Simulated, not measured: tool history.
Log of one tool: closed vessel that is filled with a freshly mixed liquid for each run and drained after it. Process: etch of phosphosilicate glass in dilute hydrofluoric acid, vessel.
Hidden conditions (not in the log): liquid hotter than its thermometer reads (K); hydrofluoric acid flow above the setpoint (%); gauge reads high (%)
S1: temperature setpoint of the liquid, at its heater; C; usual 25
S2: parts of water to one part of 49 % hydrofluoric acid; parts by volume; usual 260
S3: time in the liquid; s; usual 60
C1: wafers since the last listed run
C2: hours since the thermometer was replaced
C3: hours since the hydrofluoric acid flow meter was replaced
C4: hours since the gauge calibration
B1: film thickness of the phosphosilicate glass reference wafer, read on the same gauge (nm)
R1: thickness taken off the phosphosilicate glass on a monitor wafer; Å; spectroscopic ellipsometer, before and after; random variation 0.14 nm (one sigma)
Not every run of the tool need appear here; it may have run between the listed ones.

{"run": 1, "hour": 0.0, "S1": 25, "S2": 260, "S3": 60, "C1": 0, "C2": 1829.6, "C3": 699, "C4": 98.2, "B1": 79.98, "R1": 389.5}
{"run": 2, "hour": 30.3, "S1": 26.5, "S2": 260, "S3": 85, "C1": 2468, "C2": 1859.9, "C3": 729.3, "C4": 128.5, "B1": 80.02, "R1": 578.1}
{"run": 3, "hour": 50.0, "S1": 26.5, "S2": 260, "S3": 85, "C1": 1605, "C2": 1879.6, "C3": 749, "C4": 148.2, "B1": 79.98, "R1": 581.1}
{"run": 4, "hour": 82.6, "S1": 25, "S2": 260, "S3": 60, "C1": 2656, "C2": 1912.2, "C3": 781.6, "C4": 180.8, "B1": 80.01, "R1": 393.9}
{"run": 5, "hour": 108.1, "S1": 25, "S2": 260, "S3": 60, "C1": 2077, "C2": 1937.7, "C3": 807.1, "C4": 206.3, "B1": 80.02, "R1": 390.9}
{"run": 6, "hour": 126.5, "S1": 25, "S2": 260, "S3": 60, "C1": 1499, "C2": 1956.1, "C3": 825.5, "C4": 224.7, "B1": 80.02, "R1": 390.8}
{"run": 7, "hour": 160.3, "S1": 25, "S2": 260, "S3": 60, "C1": 2753, "C2": 1989.9, "C3": 859.3, "C4": 258.5, "B1": 79.99, "R1": 392.6}
{"run": 8, "hour": 177.4, "S1": 25, "S2": 260, "S3": 60, "C1": 1393, "C2": 2007, "C3": 876.4, "C4": 275.6, "B1": 80.01, "R1": 389.3}
{"run": 9, "hour": 213.1, "S1": 25, "S2": 260, "S3": 60, "C1": 2908, "C2": 2042.7, "C3": 912.1, "C4": 311.3, "B1": 79.99, "R1": 394.5}
{"run": 10, "hour": 237.4, "S1": 25, "S2": 260, "S3": 60, "C1": 1979, "C2": 2067, "C3": 936.4, "C4": 335.6, "B1": 80, "R1": 390.5}
{"hour": 247.3, "done": "thermometer replaced"}
{"hour": 252.3, "done": "hydrofluoric acid flow meter replaced"}
{"run": 11, "hour": 261.4, "S1": 25, "S2": 260, "S3": 60, "C1": 1792, "C2": 14.1, "C3": 9.1, "C4": 359.6, "B1": 80, "R1": 362.3}
{"run": 12, "hour": 292.3, "S1": 25, "S2": 260, "S3": 60, "C1": 2517, "C2": 45, "C3": 40, "C4": 390.5, "B1": 80, "R1": 362.5}
{"run": 13, "hour": 320.7, "S1": 25, "S2": 140, "S3": 70, "C1": 2313, "C2": 73.4, "C3": 68.4, "C4": 418.9, "B1": 80.02, "R1": 897.4}
{"run": 14, "hour": 337.3, "S1": 29.5, "S2": 155, "S3": 60, "C1": 1352, "C2": 90, "C3": 85, "C4": 435.5, "B1": 80.02, "R1": 803.9}
{"run": 15, "hour": 351.8, "S1": 22.5, "S2": 365, "S3": 85, "C1": 1181, "C2": 104.5, "C3": 99.5, "C4": 450, "B1": 80.02, "R1": 302.1}
{"run": 16, "hour": 385.5, "S1": 29.5, "S2": 135, "S3": 70, "C1": 2745, "C2": 138.2, "C3": 133.2, "C4": 483.7, "B1": 80.03, "R1": 1110.5}
{"run": 17, "hour": 408.6, "S1": 28, "S2": 260, "S3": 80, "C1": 1882, "C2": 161.3, "C3": 156.3, "C4": 506.8, "B1": 80.01, "R1": 539.6}
{"run": 18, "hour": 439.3, "S1": 21, "S2": 260, "S3": 35, "C1": 2501, "C2": 192, "C3": 187, "C4": 537.5, "B1": 80, "R1": 183.7}
{"hour": 447.4, "done": "gauge calibrated"}
{"run": 19, "hour": 536.1, "S1": 27.5, "S2": 260, "S3": 40, "C1": 7886, "C2": 288.8, "C3": 283.8, "C4": 88.7, "B1": 79.99, "R1": 266.8}
{"run": 20, "hour": 555.5, "S1": 25, "S2": 260, "S3": 60, "C1": 1580, "C2": 308.2, "C3": 303.2, "C4": 108.1, "B1": 80, "R1": 364.4}
{"run": 21, "hour": 584.9, "S1": 23, "S2": 180, "S3": 70, "C1": 2395, "C2": 337.6, "C3": 332.6, "C4": 137.5, "B1": 79.99, "R1": 618.6}
{"run": 22, "hour": 614.4, "S1": 27.5, "S2": 305, "S3": 60, "C1": 2403, "C2": 367.1, "C3": 362.1, "C4": 167, "B1": 80, "R1": 324.8}
{"run": 23, "hour": 636.1, "S1": 25, "S2": 260, "S3": 60, "C1": 1768, "C2": 388.8, "C3": 383.8, "C4": 188.7, "B1": 79.98, "R1": 368.4}
{"run": 24, "hour": 658.8, "S1": 28, "S2": 295, "S3": 90, "C1": 1849, "C2": 411.5, "C3": 406.5, "C4": 211.4, "B1": 80.02, "R1": 514.6}

Run-by-run hidden state of the tool:
hydrofluoric acid flow above the setpoint (%): 0, the same for each run
gauge reads high (%): 0, the same for each run
H1: liquid hotter than its thermometer reads (K)
run=1 H1=2.52
run=2 H1=2.56
run=3 H1=2.59
run=4 H1=2.63
run=5 H1=2.66
run=6 H1=2.68
run=7 H1=2.73
run=8 H1=2.75
run=9 H1=2.79
run=10 H1=2.82
run=11 H1=0.319
run=12 H1=0.359
run=13 H1=0.395
run=14 H1=0.416
run=15 H1=0.434
run=16 H1=0.477
run=17 H1=0.506
run=18 H1=0.545
run=19 H1=0.668
run=20 H1=0.693
run=21 H1=0.73
run=22 H1=0.768
run=23 H1=0.795
run=24 H1=0.824

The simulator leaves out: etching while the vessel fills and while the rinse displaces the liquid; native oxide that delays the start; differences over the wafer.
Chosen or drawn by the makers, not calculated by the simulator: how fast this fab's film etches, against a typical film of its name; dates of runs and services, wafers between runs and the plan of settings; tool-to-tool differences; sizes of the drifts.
